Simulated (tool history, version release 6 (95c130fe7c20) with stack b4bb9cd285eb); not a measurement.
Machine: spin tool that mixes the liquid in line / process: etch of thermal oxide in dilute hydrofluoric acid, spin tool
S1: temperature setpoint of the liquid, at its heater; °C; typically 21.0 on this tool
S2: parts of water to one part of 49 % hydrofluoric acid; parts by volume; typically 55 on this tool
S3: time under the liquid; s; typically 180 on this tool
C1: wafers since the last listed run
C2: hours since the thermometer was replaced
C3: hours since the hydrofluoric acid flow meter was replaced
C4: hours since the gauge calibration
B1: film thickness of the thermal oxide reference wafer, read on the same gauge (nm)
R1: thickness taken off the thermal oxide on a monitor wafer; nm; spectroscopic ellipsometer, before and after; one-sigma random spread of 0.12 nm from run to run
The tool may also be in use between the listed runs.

run	hour	S1	S2	S3	C1	C2	C3	C4	B1	R1
1	0.0	21.0	55	215	0	622.4	757.5	827.5	30.01	15.66
2	51.8	21.0	55	180	279	674.2	809.3	879.3	30.01	13.41
3	110.3	21.0	55	180	315	732.7	867.8	937.8	30.00	13.22
4	169.6	21.0	55	180	319	792.0	927.1	997.1	30.00	13.24
5	211.4	21.0	55	100	225	833.8	968.9	1038.9	30.00	7.33
6	278.8	23.0	65	180	363	901.2	1036.3	1106.3	30.00	11.91
7	351.1	23.0	65	180	389	973.5	1108.6	1178.6	30.01	12.20
8	453.0	21.0	55	180	548	1075.4	1210.5	1280.5	30.00	13.23
# hour 471.2: gauge calibrated
# hour 508.5: hydrofluoric acid flow meter replaced
9	536.3	21.0	55	180	443	1158.7	27.8	65.1	29.99	13.14
10	572.8	21.0	55	180	196	1195.2	64.3	101.6	30.00	13.12
11	621.4	21.0	55	180	261	1243.8	112.9	150.2	30.01	13.23
12	689.6	24.5	55	210	367	1312.0	181.1	218.4	30.00	17.87
13	742.7	17.0	75	180	286	1365.1	234.2	271.5	30.00	7.98
# hour 806.7: thermometer replaced
14	837.7	24.0	80	110	506	31.0	329.2	366.5	30.01	6.16
15	895.5	17.0	55	120	311	88.8	387.0	424.3	29.99	7.48
16	997.8	21.0	55	180	551	191.1	489.3	526.6	29.99	13.24
17	1085.9	17.5	25	80	474	279.2	577.4	614.7	30.01	11.50
18	1178.7	21.0	55	180	499	372.0	670.2	707.5	29.99	13.20
19	1219.2	21.0	55	180	218	412.5	710.7	748.0	30.01	13.29
20	1289.2	21.0	55	180	377	482.5	780.7	818.0	30.00	13.37
21	1375.7	21.0	35	210	465	569.0	867.2	904.5	29.98	25.33
22	1419.5	19.0	40	130	235	612.8	911.0	948.3	29.99	12.31

Describe how what the log doesn't record of the tool's condition differs between the last listed run preceding each entry between runs and the first listed run following it.
In the gap between runs 8 and 9: gauge calibrated (hour 471.2); hydrofluoric acid flow meter replaced (hour 508.5)
  nothing in the hidden state changes from one run to the other
In the gap between runs 13 and 14: thermometer replaced (hour 806.7)
  nothing in the hidden state changes from one run to the other
